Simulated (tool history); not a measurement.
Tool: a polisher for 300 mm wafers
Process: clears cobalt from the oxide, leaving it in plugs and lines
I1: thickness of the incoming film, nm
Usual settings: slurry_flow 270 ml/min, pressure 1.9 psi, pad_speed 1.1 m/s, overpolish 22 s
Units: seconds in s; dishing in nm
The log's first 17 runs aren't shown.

{"hour": 790.1, "done": "worn pad replaced by a new one"}
{"run": 18, "hour": 817.4, "slurry_flow": 270, "pressure": 1.9, "pad_speed": 0.74, "overpolish": 22, "I1": 230.3, "seconds": 54.7, "dishing": 48.9}
{"run": 19, "hour": 857.4, "slurry_flow": 270, "pressure": 2.4, "pad_speed": 1.34, "overpolish": 22, "I1": 232.2, "seconds": 24, "dishing": 63.2}
{"run": 20, "hour": 898.8, "slurry_flow": 345, "pressure": 2.6, "pad_speed": 0.92, "overpolish": 14, "I1": 233.2, "seconds": 32.9, "dishing": 50.6}
{"run": 21, "hour": 923.7, "slurry_flow": 270, "pressure": 1.9, "pad_speed": 1.1, "overpolish": 22, "I1": 232, "seconds": 37.8, "dishing": 57.6}
{"run": 22, "hour": 964.0, "slurry_flow": 270, "pressure": 1.9, "pad_speed": 1.1, "overpolish": 22, "I1": 230.4, "seconds": 37.6, "dishing": 55.9}
{"run": 23, "hour": 1030.8, "slurry_flow": 210, "pressure": 2.3, "pad_speed": 1.1, "overpolish": 22, "I1": 226.2, "seconds": 31.8, "dishing": 58.2}
{"run": 24, "hour": 1066.7, "slurry_flow": 200, "pressure": 1.9, "pad_speed": 1.1, "overpolish": 22, "I1": 230.4, "seconds": 38.6, "dishing": 56.3}
{"hour": 1169.7, "done": "slurry nozzle cleaned"}
{"hour": 1208.9, "done": "worn pad replaced by a new one"}
{"run": 25, "hour": 1214.5, "slurry_flow": 270, "pressure": 1.9, "pad_speed": 1.1, "overpolish": 22, "I1": 234.1, "seconds": 38.7, "dishing": 56.2}
{"hour": 1242.5, "done": "head pressure recalibrated"}
{"run": 26, "hour": 1257.7, "slurry_flow": 270, "pressure": 1.9, "pad_speed": 1.1, "overpolish": 22, "I1": 228.1, "seconds": 36.1, "dishing": 57.2}
{"run": 27, "hour": 1282.3, "slurry_flow": 270, "pressure": 1.9, "pad_speed": 1.1, "overpolish": 22, "I1": 230.5, "seconds": 36.7, "dishing": 56.7}
{"run": 28, "hour": 1345.4, "slurry_flow": 365, "pressure": 1.2, "pad_speed": 1.26, "overpolish": 22, "I1": 229.3, "seconds": 49.3, "dishing": 51.5}
{"run": 29, "hour": 1391.8, "slurry_flow": 270, "pressure": 1.9, "pad_speed": 0.9, "overpolish": 26, "I1": 227.6, "seconds": 46.1, "dishing": 56.4}
{"run": 30, "hour": 1459.1, "slurry_flow": 335, "pressure": 1.9, "pad_speed": 1.1, "overpolish": 33, "I1": 232.3, "seconds": 39.8, "dishing": 62.8}
{"run": 31, "hour": 1483.5, "slurry_flow": 220, "pressure": 2.1, "pad_speed": 1.1, "overpolish": 22, "I1": 227.4, "seconds": 35.9, "dishing": 57.4}
{"run": 32, "hour": 1547.5, "slurry_flow": 270, "pressure": 1.9, "pad_speed": 1.1, "overpolish": 22, "I1": 229.4, "seconds": 39.6, "dishing": 55.7}
{"hour": 1580.0, "done": "worn pad replaced by a new one"}
{"run": 33, "hour": 1581.2, "slurry_flow": 295, "pressure": 1.9, "pad_speed": 0.8, "overpolish": 34, "I1": 234.2, "seconds": 51.4, "dishing": 61}
{"run": 34, "hour": 1712.0, "slurry_flow": 270, "pressure": 1.9, "pad_speed": 0.84, "overpolish": 22, "I1": 234, "seconds": 51.1, "dishing": 51.8}
{"run": 35, "hour": 1768.0, "slurry_flow": 270, "pressure": 1.9, "pad_speed": 1.1, "overpolish": 11, "I1": 230.4, "seconds": 39, "dishing": 41}

3 ways to go on from here, each from the tool as it stands after run 35. What would each give?
{"run": "A", "hour": 1768.4, "slurry_flow": 270, "pressure": 1.9, "pad_speed": 1.1, "overpolish": 22, "I1": 231.8, "seconds": "?", "dishing": "?"}
{"run": "B", "hour": 1768.4, "slurry_flow": 235, "pressure": 1.9, "pad_speed": 0.88, "overpolish": 22, "I1": 231.8, "seconds": "?", "dishing": "?"}
{"run": "C", "hour": 1768.4, "slurry_flow": 225, "pressure": 2.1, "pad_speed": 1.48, "overpolish": 31, "I1": 231.8, "seconds": "?", "dishing": "?"}

run=A seconds=39.2 dishing=56.6
run=B seconds=49.8 dishing=51.6
run=C seconds=27 dishing=65.4
Without the tool's hidden state the same runs would have given:
run=A seconds=36.7 dishing=57.8
run=B seconds=46.6 dishing=53.1
run=C seconds=25.2 dishing=65.7
